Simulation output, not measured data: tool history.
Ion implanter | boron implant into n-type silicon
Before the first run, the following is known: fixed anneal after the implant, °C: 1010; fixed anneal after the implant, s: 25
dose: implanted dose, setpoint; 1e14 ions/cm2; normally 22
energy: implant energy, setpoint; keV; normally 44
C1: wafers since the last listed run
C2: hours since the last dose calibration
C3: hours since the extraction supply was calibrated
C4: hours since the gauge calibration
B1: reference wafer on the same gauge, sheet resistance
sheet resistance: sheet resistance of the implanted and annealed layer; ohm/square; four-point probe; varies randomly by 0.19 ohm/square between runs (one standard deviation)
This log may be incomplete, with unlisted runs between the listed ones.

run 1 hour=0 | dose=22 energy=44 | C1=0 C2=939.7 C3=4834 C4=1223.9 | B1=66.11 | sheet_resistance=60.53
run 2 hour=55.6 | dose=22 energy=44 | C1=1822 C2=995.3 C3=4889.6 C4=1279.5 | B1=65.97 | sheet_resistance=60.65
run 3 hour=83.4 | dose=22 energy=44 | C1=911 C2=1023.1 C3=4917.4 C4=1307.3 | B1=65.92 | sheet_resistance=60.85
run 4 hour=134.1 | dose=22 energy=44 | C1=1661 C2=1073.8 C3=4968.1 C4=1358 | B1=65.99 | sheet_resistance=60.87
run 5 hour=184.8 | dose=22 energy=44 | C1=1661 C2=1124.5 C3=5018.8 C4=1408.7 | B1=65.98 | sheet_resistance=61.06
run 6 hour=211.8 | dose=22 energy=44 | C1=884 C2=1151.5 C3=5045.8 C4=1435.7 | B1=66.07 | sheet_resistance=61.2
run 7 hour=274.9 | dose=22 energy=44 | C1=2068 C2=1214.6 C3=5108.9 C4=1498.8 | B1=65.98 | sheet_resistance=61
run 8 hour=341.1 | dose=22 energy=34 | C1=2169 C2=1280.8 C3=5175.1 C4=1565 | B1=66.04 | sheet_resistance=63.15
run 9 hour=405.4 | dose=22 energy=34 | C1=2107 C2=1345.1 C3=5239.4 C4=1629.3 | B1=66.02 | sheet_resistance=63.58
run 10 hour=447.3 | dose=22 energy=34 | C1=1373 C2=1387 C3=5281.3 C4=1671.2 | B1=65.94 | sheet_resistance=63.26
run 11 hour=514.4 | dose=22 energy=44 | C1=2199 C2=1454.1 C3=5348.4 C4=1738.3 | B1=65.97 | sheet_resistance=61.34
-- hour=640.7 Faraday cup replaced and dose calibrated
run 12 hour=641.2 | dose=22 energy=44 | C1=3893 C2=0.5 C3=5475.2 C4=1865.1 | B1=66 | sheet_resistance=59.77
run 13 hour=674.9 | dose=22 energy=44 | C1=1104 C2=34.2 C3=5508.9 C4=1898.8 | B1=66.06 | sheet_resistance=59.89
run 14 hour=725.9 | dose=22 energy=44 | C1=1671 C2=85.2 C3=5559.9 C4=1949.8 | B1=65.97 | sheet_resistance=59.8
run 15 hour=763.2 | dose=22 energy=44 | C1=1222 C2=122.5 C3=5597.2 C4=1987.1 | B1=65.93 | sheet_resistance=60.32
run 16 hour=792.9 | dose=22 energy=44 | C1=973 C2=152.2 C3=5626.9 C4=2016.8 | B1=66.01 | sheet_resistance=59.88
run 17 hour=859.3 | dose=22 energy=44 | C1=2176 C2=218.6 C3=5693.3 C4=2083.2 | B1=66.02 | sheet_resistance=60.27
run 18 hour=915.4 | dose=22 energy=37.5 | C1=1838 C2=274.7 C3=5749.4 C4=2139.3 | B1=66 | sheet_resistance=61.8
run 19 hour=954.6 | dose=26.92 energy=33.5 | C1=1284 C2=313.9 C3=5788.6 C4=2178.5 | B1=66.01 | sheet_resistance=54.83
-- hour=961.9 gauge calibrated
-- hour=979.8 extraction supply calibrated
run 20 hour=982.5 | dose=26.64 energy=44 | C1=652 C2=341.8 C3=2.7 C4=20.6 | B1=66.05 | sheet_resistance=52.41
run 21 hour=1034.6 | dose=28.07 energy=53.5 | C1=1707 C2=393.9 C3=54.8 C4=72.7 | B1=65.97 | sheet_resistance=48.98
run 22 hour=1072.6 | dose=25.96 energy=54 | C1=1245 C2=431.9 C3=92.8 C4=110.7 | B1=66.05 | sheet_resistance=51.71
run 23 hour=1138.5 | dose=19.53 energy=56.5 | C1=2159 C2=497.8 C3=158.7 C4=176.6 | B1=65.96 | sheet_resistance=64.18
run 24 hour=1195.9 | dose=19.97 energy=52.5 | C1=1881 C2=555.2 C3=216.1 C4=234 | B1=66.04 | sheet_resistance=63.6
run 25 hour=1251.6 | dose=22 energy=44 | C1=1825 C2=610.9 C3=271.8 C4=289.7 | B1=66.03 | sheet_resistance=60.31
run 26 hour=1286.3 | dose=26.93 energy=54 | C1=1137 C2=645.6 C3=306.5 C4=324.4 | B1=66.04 | sheet_resistance=50.52
run 27 hour=1353.9 | dose=16.62 energy=29 | C1=2215 C2=713.2 C3=374.1 C4=392 | B1=65.96 | sheet_resistance=77.98
run 28 hour=1414.8 | dose=22 energy=44 | C1=1995 C2=774.1 C3=435 C4=452.9 | B1=66 | sheet_resistance=60.31
run 29 hour=1441 | dose=26.06 energy=48.5 | C1=858 C2=800.3 C3=461.2 C4=479.1 | B1=65.94 | sheet_resistance=52.62
run 30 hour=1480.9 | dose=26.53 energy=57 | C1=1307 C2=840.2 C3=501.1 C4=519 | B1=66.04 | sheet_resistance=50.84
run 31 hour=1526.4 | dose=28.36 energy=31.5 | C1=1491 C2=885.7 C3=546.6 C4=564.5 | B1=65.99 | sheet_resistance=54.65
run 32 hour=1570.6 | dose=24.03 energy=34 | C1=1448 C2=929.9 C3=590.8 C4=608.7 | B1=66.03 | sheet_resistance=58.94
run 33 hour=1603.2 | dose=16.72 energy=58 | C1=1068 C2=962.5 C3=623.4 C4=641.3 | B1=66.06 | sheet_resistance=73.69
run 34 hour=1669.9 | dose=24.37 energy=37 | C1=2185 C2=1029.2 C3=690.1 C4=708 | B1=65.98 | sheet_resistance=57.92
run 35 hour=1703.2 | dose=28.54 energy=44 | C1=1091 C2=1062.5 C3=723.4 C4=741.3 | B1=65.92 | sheet_resistance=50.48
run 36 hour=1772.7 | dose=19.83 energy=48 | C1=2277 C2=1132 C3=792.9 C4=810.8 | B1=65.95 | sheet_resistance=65.2
run 37 hour=1817.3 | dose=22 energy=44 | C1=1461 C2=1176.6 C3=837.5 C4=855.4 | B1=66.04 | sheet_resistance=60.47

Each row is a separate what-if for the run after 37, all from the same tool condition, not one after another. Results?
run A hour=1817.7 | dose=22 energy=51 | C1=13 C2=1177 C3=837.9 C4=855.8 | B1=? | sheet_resistance=?
run B hour=1817.7 | dose=26.09 energy=44 | C1=13 C2=1177 C3=837.9 C4=855.8 | B1=? | sheet_resistance=?
run C hour=1817.7 | dose=17.86 energy=29 | C1=13 C2=1177 C3=837.9 C4=855.8 | B1=? | sheet_resistance=?
run D hour=1817.7 | dose=19.57 energy=36 | C1=13 C2=1177 C3=837.9 C4=855.8 | B1=? | sheet_resistance=?

run=A B1=65.97 sheet_resistance=60.02
run=B B1=65.97 sheet_resistance=53.92
run=C B1=65.97 sheet_resistance=75.08
run=D B1=65.97 sheet_resistance=68.29
With the hidden condition removed and each run's random variation left untouched, the same runs would have given:
run=A sheet_resistance=59.07
run=B sheet_resistance=53.17
run=C sheet_resistance=73.98
run=D sheet_resistance=67.25

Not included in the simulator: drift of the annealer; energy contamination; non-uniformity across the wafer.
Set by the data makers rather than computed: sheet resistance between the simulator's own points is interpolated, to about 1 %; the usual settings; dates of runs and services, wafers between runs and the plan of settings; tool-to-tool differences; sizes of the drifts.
